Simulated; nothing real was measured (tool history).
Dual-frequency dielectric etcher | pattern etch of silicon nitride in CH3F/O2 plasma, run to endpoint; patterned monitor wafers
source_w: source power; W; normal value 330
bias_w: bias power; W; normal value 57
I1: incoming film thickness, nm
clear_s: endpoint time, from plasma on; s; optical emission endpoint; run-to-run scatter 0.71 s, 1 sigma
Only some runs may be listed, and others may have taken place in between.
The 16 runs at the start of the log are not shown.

{"hour": 430.8, "done": "wet clean of the chamber"}
{"run": 17, "hour": 431.3, "source_w": 370, "bias_w": 69, "I1": 102.6, "clear_s": 118.4}
{"run": 18, "hour": 450.6, "source_w": 300, "bias_w": 57, "I1": 102.7, "clear_s": 138.3}
{"run": 19, "hour": 474.4, "source_w": 380, "bias_w": 68, "I1": 102.9, "clear_s": 118.6}
{"run": 20, "hour": 508.5, "source_w": 330, "bias_w": 57, "I1": 102.3, "clear_s": 133.4}
{"run": 21, "hour": 521.4, "source_w": 270, "bias_w": 51, "I1": 102.9, "clear_s": 149.3}
{"run": 22, "hour": 554.8, "source_w": 350, "bias_w": 57, "I1": 102.4, "clear_s": 128.9}
{"run": 23, "hour": 587.7, "source_w": 270, "bias_w": 57, "I1": 102.9, "clear_s": 143.0}
{"run": 24, "hour": 599.7, "source_w": 380, "bias_w": 71, "I1": 103.5, "clear_s": 116.9}
{"run": 25, "hour": 627.2, "source_w": 380, "bias_w": 57, "I1": 102.8, "clear_s": 125.4}
{"run": 26, "hour": 654.3, "source_w": 290, "bias_w": 67, "I1": 102.4, "clear_s": 130.8}
{"run": 27, "hour": 677.1, "source_w": 330, "bias_w": 57, "I1": 103.2, "clear_s": 133.5}
{"run": 28, "hour": 699.2, "source_w": 360, "bias_w": 66, "I1": 101.8, "clear_s": 119.8}
{"run": 29, "hour": 728.5, "source_w": 290, "bias_w": 67, "I1": 102.5, "clear_s": 132.1}
{"run": 30, "hour": 754.4, "source_w": 370, "bias_w": 64, "I1": 102.5, "clear_s": 121.5}
{"run": 31, "hour": 767.8, "source_w": 410, "bias_w": 51, "I1": 102.8, "clear_s": 126.1}
{"run": 32, "hour": 803.4, "source_w": 330, "bias_w": 48, "I1": 103.0, "clear_s": 141.5}
{"run": 33, "hour": 820.2, "source_w": 400, "bias_w": 47, "I1": 104.0, "clear_s": 132.0}

Forecast run 34:
{"run": 34, "hour": 850.1, "source_w": 330, "bias_w": 57, "I1": 103.1, "clear_s": "?"}

{"run 34": {"clear_s": 133.6}}
On a tool with no hidden condition, and with the same random variation, this run would have come out at clear_s 133.6 s.
